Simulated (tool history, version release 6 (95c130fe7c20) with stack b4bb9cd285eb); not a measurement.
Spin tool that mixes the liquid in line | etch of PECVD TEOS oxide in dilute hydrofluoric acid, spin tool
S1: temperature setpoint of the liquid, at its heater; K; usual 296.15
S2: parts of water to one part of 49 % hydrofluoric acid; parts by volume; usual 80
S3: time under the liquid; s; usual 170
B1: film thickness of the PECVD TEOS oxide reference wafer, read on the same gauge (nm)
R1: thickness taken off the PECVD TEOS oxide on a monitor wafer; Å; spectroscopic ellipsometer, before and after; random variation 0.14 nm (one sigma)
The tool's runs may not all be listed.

run,hour,S1,S2,S3,B1,R1
1,0,296.15,80,170,90,263.1
2,28.6,296.15,80,170,90.02,263.3
3,51.7,296.15,80,170,89.99,265.4
4,75,296.15,80,170,89.98,269.2
5,94.4,296.15,80,170,90.01,266.9
6,116.6,298.15,80,170,89.98,290.4
7,138.8,296.15,80,220,89.99,347.7
8,164.1,296.15,80,170,90.03,270.9
9,185.8,296.15,80,170,90,275.1
10,217.4,296.15,80,170,90.01,273.8
11,238.1,296.15,80,170,89.99,273.9
12,264.8,296.15,80,170,90,277.3
13,299.6,301.15,115,265,90.01,349.8
14,318.3,296.15,45,170,89.98,518.2
15,346.2,296.15,80,170,89.99,279.2
16,363.8,296.15,80,170,90.01,278.2
# hour 375.7: hydrofluoric acid flow meter replaced
# hour 379.3: gauge calibrated
17,399.1,292.15,115,240,89.99,213.7
# hour 417.5: thermometer replaced
18,429.9,293.15,120,170,89.99,150.6
19,456.5,296.15,55,195,90,458.7
20,478.3,299.15,120,260,89.99,291.4
21,505.5,294.65,100,225,89.98,260.2
22,519.5,296.15,80,170,90.01,272.1
23,533.3,296.15,55,245,89.97,592.6
24,566,291.65,80,235,90,314.7
25,582.5,299.65,80,170,89.99,312.3

4 ways to go on from here, each from the tool as it stands after run 25. What would each give?
A,583,296.15,80,170,?,?
B,583,296.15,65,80,?,?
C,583,296.15,80,70,?,?
D,583,300.15,105,230,?,?

run,B1,R1
A,90.02,274.9
B,90.02,162.2
C,90.02,113.2
D,90.02,321.9
Without the tool's hidden state the same runs would have given:
run,R1
A,263.5
B,155.5
C,108.5
D,308.2

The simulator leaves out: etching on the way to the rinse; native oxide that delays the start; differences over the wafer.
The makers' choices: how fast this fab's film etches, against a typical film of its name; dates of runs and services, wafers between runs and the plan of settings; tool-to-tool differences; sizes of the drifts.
